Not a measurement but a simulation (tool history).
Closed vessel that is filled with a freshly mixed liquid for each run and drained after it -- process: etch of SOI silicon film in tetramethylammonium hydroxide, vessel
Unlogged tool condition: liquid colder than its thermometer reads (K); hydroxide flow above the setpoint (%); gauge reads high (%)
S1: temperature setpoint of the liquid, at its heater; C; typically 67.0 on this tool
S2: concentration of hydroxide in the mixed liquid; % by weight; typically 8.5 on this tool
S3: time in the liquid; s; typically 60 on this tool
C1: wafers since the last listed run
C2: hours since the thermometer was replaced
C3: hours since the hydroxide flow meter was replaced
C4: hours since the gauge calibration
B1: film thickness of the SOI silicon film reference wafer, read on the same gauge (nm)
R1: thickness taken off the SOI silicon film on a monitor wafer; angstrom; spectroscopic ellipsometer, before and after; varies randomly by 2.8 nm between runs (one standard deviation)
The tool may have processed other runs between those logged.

Run 1, day 0.000: usual settings but S3 45 s; C1 0; C2 1040.8; C3 1575.4; C4 69.7; B1 79.99. Result: R1 2629.2 angstrom.
Run 2, day 0.321: usual settings but S3 45 s; C1 695; C2 1048.5; C3 1583.1; C4 77.4; B1 79.99. Result: R1 2576.2 angstrom.
Run 3, day 0.954: usual settings but S3 45 s; C1 1373; C2 1063.7; C3 1598.3; C4 92.6; B1 79.99. Result: R1 2605.0 angstrom.
Run 4, day 1.412: usual settings; C1 993; C2 1074.7; C3 1609.3; C4 103.6; B1 80.01. Result: R1 3464.5 angstrom.
Run 5, day 1.688: usual settings but S1 61.5 C; C1 596; C2 1081.3; C3 1615.9; C4 110.2; B1 80.00. Result: R1 2471.3 angstrom.
Run 6, day 2.429: usual settings; C1 1608; C2 1099.1; C3 1633.7; C4 128.0; B1 79.99. Result: R1 3469.0 angstrom.
Run 7, day 2.992: usual settings but S3 65 s; C1 1219; C2 1112.6; C3 1647.2; C4 141.5; B1 79.96. Result: R1 3750.5 angstrom.
Run 8, day 3.488: usual settings but S3 65 s; C1 1075; C2 1124.5; C3 1659.1; C4 153.4; B1 80.02. Result: R1 3737.2 angstrom.
Run 9, day 4.204: usual settings; C1 1554; C2 1141.7; C3 1676.3; C4 170.6; B1 80.01. Result: R1 3429.3 angstrom.
At day 4.608: gauge calibrated.
At day 4.829: thermometer replaced.
Run 10, day 4.938: usual settings; C1 1499; C2 2.6; C3 1693.9; C4 7.9; B1 80.00. Result: R1 3856.7 angstrom.
At day 5.771: hydroxide flow meter replaced.
Run 11, day 7.138: usual settings but S1 74.5 C, S2 9.5 % by weight, S3 80 s; C1 4680; C2 55.4; C3 32.8; C4 60.7; B1 80.00. Result: R1 7633.7 angstrom.
Run 12, day 7.508: usual settings but S1 74.0 C, S3 30 s; C1 804; C2 64.3; C3 41.7; C4 69.6; B1 79.97. Result: R1 2921.8 angstrom.
Run 13, day 8.108: usual settings; C1 1301; C2 78.7; C3 56.1; C4 84.0; B1 80.02. Result: R1 3852.6 angstrom.
Run 14, day 8.721: usual settings but S1 64.0 C, S2 10.0 % by weight; C1 1328; C2 93.4; C3 70.8; C4 98.7; B1 80.04. Result: R1 2989.4 angstrom.
Run 15, day 9.442: usual settings but S1 62.0 C, S2 10.0 % by weight, S3 35 s; C1 1563; C2 110.7; C3 88.1; C4 116.0; B1 79.99. Result: R1 1553.5 angstrom.
Run 16, day 9.900: usual settings but S1 70.5 C; C1 993; C2 121.7; C3 99.1; C4 127.0; B1 79.99. Result: R1 4741.8 angstrom.
Run 17, day 10.504: usual settings but S1 64.0 C, S2 7.5 % by weight, S3 85 s; C1 1310; C2 136.2; C3 113.6; C4 141.5; B1 79.99. Result: R1 4711.5 angstrom.
Run 18, day 10.833: usual settings but S1 64.0 C, S2 9.0 % by weight; C1 713; C2 144.1; C3 121.5; C4 149.4; B1 80.01. Result: R1 3145.3 angstrom.
Run 19, day 11.500: usual settings; C1 1445; C2 160.1; C3 137.5; C4 165.4; B1 80.02. Result: R1 3802.7 angstrom.
Run 20, day 11.788: usual settings but S1 64.0 C, S2 10.0 % by weight; C1 623; C2 167.0; C3 144.4; C4 172.3; B1 80.00. Result: R1 3024.7 angstrom.
Run 21, day 12.462: usual settings but S1 71.5 C; C1 1463; C2 183.2; C3 160.6; C4 188.5; B1 79.99. Result: R1 4992.5 angstrom.

Here are 3 independent what-if runs from the current tool condition. What would each one return?
Run A, day 12.492: usual settings; C1 63; C2 183.9; C3 161.3; C4 189.2; B1 ?. Result: R1 ?.
Run B, day 12.492: usual settings but S1 70.0 C, S2 6.5 % by weight, S3 75 s; C1 63; C2 183.9; C3 161.3; C4 189.2; B1 ?. Result: R1 ?.
Run C, day 12.492: usual settings but S2 10.5 % by weight; C1 63; C2 183.9; C3 161.3; C4 189.2; B1 ?. Result: R1 ?.

run     B1      R1
  A  80.02  3846.5
  B  80.02  6202.6
  C  80.02  3560.5
Stripped of hidden state, with their random variation kept, the same runs would have yielded:
run      R1
  A  4008.7
  B  6459.6
  C  3710.6
